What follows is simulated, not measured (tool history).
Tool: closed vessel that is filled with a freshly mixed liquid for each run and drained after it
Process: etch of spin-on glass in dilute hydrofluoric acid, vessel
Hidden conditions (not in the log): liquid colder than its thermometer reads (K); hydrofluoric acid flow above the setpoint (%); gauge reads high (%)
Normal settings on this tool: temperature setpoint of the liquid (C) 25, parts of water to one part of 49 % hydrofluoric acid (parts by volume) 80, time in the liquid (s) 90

run     day  temperature setpoint of the liquid (C)  parts of water to one part of 49 % hydrofluoric acid (parts by volume)  time in the liquid (s)  wafers since the last listed run  hours since the thermometer was replaced  hours since the hydrofluoric acid flow meter was replaced  hours since the gauge calibration  read-back film thickness of the spin-on glass reference wafer, read on the same gauge (nm)  thickness taken off the spin-on glass on a monitor wafer (angstrom)
  1       0                                      25                                                                      80                      55                                 0                                    2248.3                                                      443.3                              106.2                                                                                       69.99                                                                203.9
  2   2.062                                      25                                                                     100                      90                              3394                                    2297.8                                                      492.8                              155.7                                                                                       70.05                                                                258.2
  3   4.304                                      25                                                                      55                      90                              3689                                    2351.6                                                      546.6                              209.5                                                                                          70                                                                500.6
  4   7.779                                      25                                                                      55                      90                              5719                                      2435                                                        630                              292.9                                                                                       69.99                                                                500.8
  5   9.671                                      25                                                                      55                      90                              3113                                    2480.4                                                      675.4                              338.3                                                                                       69.99                                                                501.7
  6  11.467                                      28                                                                      80                     135                              2955                                    2523.5                                                      718.5                              381.4                                                                                       69.99                                                                  561
     13.192  -- hydrofluoric acid flow meter replaced
  7   14.45                                      28                                                                      80                     135                              4841                                    2595.1                                                       30.2                                453                                                                                       69.99                                                                541.4
     16.338  -- gauge calibrated
  8  17.629                                    23.5                                                                      90                      50                              5232                                    2671.4                                                      106.5                                 31                                                                                       69.97                                                                147.8
     18.625  -- thermometer replaced
  9  19.425                                      25                                                                      80                      90                              2887                                      19.2                                                      149.6                               74.1                                                                                       70.04                                                                355.9
 10  22.438                                    23.5                                                                     120                     110                              4958                                      91.5                                                      221.9                              146.4                                                                                       69.98                                                                260.8
 11  25.125                                      25                                                                     115                      90                              4423                                       156                                                      286.4                              210.9                                                                                       69.96                                                                237.5
 12  28.838                                      25                                                                      80                      90                              6110                                     245.1                                                      375.5                                300                                                                                       70.02                                                                355.9
 13  30.342                                      29                                                                     105                      60                              2475                                     281.2                                                      411.6                              336.1                                                                                          70                                                                205.1
 14  31.958                                    23.5                                                                     115                     110                              2660                                       320                                                      450.4                              374.9                                                                                       69.98                                                                275.8
     33.492  -- gauge calibrated
 15  33.592                                      29                                                                      65                      45                              2688                                     359.2                                                      489.6                                2.4                                                                                       70.02                                                                264.8

5 ways to go on from here, each from the tool as it stands after run 15. What would each give?
  A  33.621                                      28                                                                      80                      90                                48                                     359.9                                                      490.3                                3.1                                                                                           ?                                                                    ?
  B  33.621                                      27                                                                      80                      75                                48                                     359.9                                                      490.3                                3.1                                                                                           ?                                                                    ?
  C  33.621                                    21.5                                                                     120                     120                                48                                     359.9                                                      490.3                                3.1                                                                                           ?                                                                    ?
  D  33.621                                      23                                                                      80                      45                                48                                     359.9                                                      490.3                                3.1                                                                                           ?                                                                    ?
  E  33.621                                      21                                                                      80                      90                                48                                     359.9                                                      490.3                                3.1                                                                                           ?                                                                    ?

run  read-back film thickness of the spin-on glass reference wafer, read on the same gauge (nm)  thickness taken off the spin-on glass on a monitor wafer (angstrom)
  A                                                                                       70.04                                                                405.3
  B                                                                                       70.04                                                                324.8
  C                                                                                       70.04                                                                265.4
  D                                                                                       70.04                                                                  166
  E                                                                                       70.04                                                                305.8
Without the tool's unlogged condition, the same runs would have read:
run  thickness taken off the spin-on glass on a monitor wafer (angstrom)
  A                                                                394.5
  B                                                                316.2
  C                                                                258.2
  D                                                                161.7
  E                                                                298.1
